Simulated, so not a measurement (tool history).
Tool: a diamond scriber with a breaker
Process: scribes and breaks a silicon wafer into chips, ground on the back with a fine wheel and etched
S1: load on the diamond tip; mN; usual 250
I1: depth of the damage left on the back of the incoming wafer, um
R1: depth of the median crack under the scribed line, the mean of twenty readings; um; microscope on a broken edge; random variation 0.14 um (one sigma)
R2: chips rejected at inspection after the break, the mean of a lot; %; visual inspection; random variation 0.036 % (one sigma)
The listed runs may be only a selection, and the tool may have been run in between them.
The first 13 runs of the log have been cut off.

run	day	S1	I1	R1	R2
14	7.254	215	0.56	9.73	16.43
15	7.938	227	0.68	10.00	11.97
16	8.608	227	0.38	10.30	13.45
17	9.288	227	0.33	10.33	13.61
18	9.900	224	0.57	10.14	14.60
19	10.479	250	0.60	11.00	7.62
# day 10.671: diamond tip replaced by a new one, of another model than before
20	11.196	250	0.66	13.41	0.64
21	11.479	289	0.33	14.45	1.03
# day 11.908: load on the tip recalibrated
22	12.179	277	0.31	13.84	0.62
23	12.788	269	0.73	13.71	0.61
24	13.288	215	0.45	12.00	3.63
25	13.796	250	0.68	12.83	1.05
26	14.479	198	0.38	11.39	6.23
27	15.067	250	0.33	12.55	1.32
28	15.696	197	0.69	11.09	7.18

Predict the results of run 29:
29	16.029	306	0.47	?	?

{"run 29": {"R1": 14.41, "R2": 0.73}}
Take away the tool's hidden state, keep the run-to-run variation as it was, and the same run would have given R1 15.67 um, R2 2.67 %.

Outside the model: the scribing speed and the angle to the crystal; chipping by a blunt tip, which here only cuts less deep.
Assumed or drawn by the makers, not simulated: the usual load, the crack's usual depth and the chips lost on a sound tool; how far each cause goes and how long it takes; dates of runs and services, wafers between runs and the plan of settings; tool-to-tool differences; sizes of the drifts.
